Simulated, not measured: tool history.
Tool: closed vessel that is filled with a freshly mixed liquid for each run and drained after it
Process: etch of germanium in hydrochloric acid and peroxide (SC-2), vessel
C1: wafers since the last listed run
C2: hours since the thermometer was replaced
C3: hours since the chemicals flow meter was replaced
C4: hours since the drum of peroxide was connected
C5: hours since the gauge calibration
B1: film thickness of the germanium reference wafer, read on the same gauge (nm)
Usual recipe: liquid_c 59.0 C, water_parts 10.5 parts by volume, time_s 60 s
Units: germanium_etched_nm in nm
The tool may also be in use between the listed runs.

Run 1, hour 0.0: usual settings but water_parts 7.5 parts by volume; C1 0; C2 1281.7; C3 1443.5; C4 793.3; C5 21.2; B1 130.00. Result: germanium_etched_nm 156.22 nm.
Run 2, hour 21.5: usual settings but water_parts 7.5 parts by volume; C1 2507; C2 1303.2; C3 1465.0; C4 814.8; C5 42.7; B1 130.01. Result: germanium_etched_nm 155.22 nm.
Run 3, hour 48.2: usual settings; C1 3114; C2 1329.9; C3 1491.7; C4 841.5; C5 69.4; B1 129.98. Result: germanium_etched_nm 151.90 nm.
Run 4, hour 69.5: usual settings; C1 2484; C2 1351.2; C3 1513.0; C4 862.8; C5 90.7; B1 129.99. Result: germanium_etched_nm 152.01 nm.
Run 5, hour 104.8: usual settings but water_parts 7.5 parts by volume, time_s 40 s; C1 4117; C2 1386.5; C3 1548.3; C4 898.1; C5 126.0; B1 130.01. Result: germanium_etched_nm 104.51 nm.
Run 6, hour 116.8: usual settings; C1 1399; C2 1398.5; C3 1560.3; C4 910.1; C5 138.0; B1 130.03. Result: germanium_etched_nm 152.86 nm.
At hour 125.5: thermometer replaced.
Run 7, hour 150.3: usual settings; C1 3791; C2 24.8; C3 1593.8; C4 943.6; C5 171.5; B1 129.99. Result: germanium_etched_nm 139.02 nm.
Run 8, hour 179.5: usual settings; C1 3406; C2 54.0; C3 1623.0; C4 972.8; C5 200.7; B1 130.01. Result: germanium_etched_nm 138.98 nm.
At hour 205.1: chemicals flow meter replaced.
Run 9, hour 208.3: usual settings; C1 3242; C2 82.8; C3 3.2; C4 1001.6; C5 229.5; B1 130.02. Result: germanium_etched_nm 138.89 nm.
Run 10, hour 235.4: usual settings; C1 3161; C2 109.9; C3 30.3; C4 1028.7; C5 256.6; B1 129.98. Result: germanium_etched_nm 140.12 nm.
At hour 256.8: gauge calibrated.
Run 11, hour 264.6: usual settings but liquid_c 62.5 C, water_parts 13.0 parts by volume; C1 3406; C2 139.1; C3 59.5; C4 1057.9; C5 7.8; B1 129.97. Result: germanium_etched_nm 149.54 nm.
Run 12, hour 276.8: usual settings but liquid_c 67.5 C, water_parts 14.5 parts by volume, time_s 70 s; C1 1423; C2 151.3; C3 71.7; C4 1070.1; C5 20.0; B1 130.00. Result: germanium_etched_nm 199.04 nm.
At hour 281.3: new drum of peroxide connected.
Run 13, hour 295.8: usual settings but liquid_c 66.0 C; C1 2099; C2 170.3; C3 90.7; C4 14.5; C5 39.0; B1 130.00. Result: germanium_etched_nm 171.44 nm.
Run 14, hour 309.2: usual settings; C1 1563; C2 183.7; C3 104.1; C4 27.9; C5 52.4; B1 129.99. Result: germanium_etched_nm 140.80 nm.
Run 15, hour 337.4: usual settings but liquid_c 65.5 C, water_parts 13.5 parts by volume; C1 3289; C2 211.9; C3 132.3; C4 56.1; C5 80.6; B1 130.00. Result: germanium_etched_nm 164.74 nm.
Run 16, hour 362.5: usual settings but liquid_c 56.0 C, time_s 80 s; C1 2927; C2 237.0; C3 157.4; C4 81.2; C5 105.7; B1 129.97. Result: germanium_etched_nm 173.33 nm.

Consider 4 possible next runs. They are alternatives, not a sequence: every one starts from the tool as it was left by run 16. What does each give?
Run A, hour 363.2: usual settings but water_parts 14.0 parts by volume; C1 81; C2 237.7; C3 158.1; C4 81.9; C5 106.4; B1 ?. Result: germanium_etched_nm ?.
Run B, hour 363.2: usual settings but liquid_c 68.5 C, water_parts 8.5 parts by volume, time_s 50 s; C1 81; C2 237.7; C3 158.1; C4 81.9; C5 106.4; B1 ?. Result: germanium_etched_nm ?.
Run C, hour 363.2: usual settings but time_s 30 s; C1 81; C2 237.7; C3 158.1; C4 81.9; C5 106.4; B1 ?. Result: germanium_etched_nm ?.
Run D, hour 363.2: usual settings but time_s 45 s; C1 81; C2 237.7; C3 158.1; C4 81.9; C5 106.4; B1 ?. Result: germanium_etched_nm ?.

run      B1  germanium_etched_nm
  A  130.02               136.24
  B  130.02               158.50
  C  130.02                70.83
  D  130.02               106.25
Without the tool's unlogged condition, the same runs would have read:
run  germanium_etched_nm
  A               133.97
  B               155.95
  C                69.63
  D               104.45
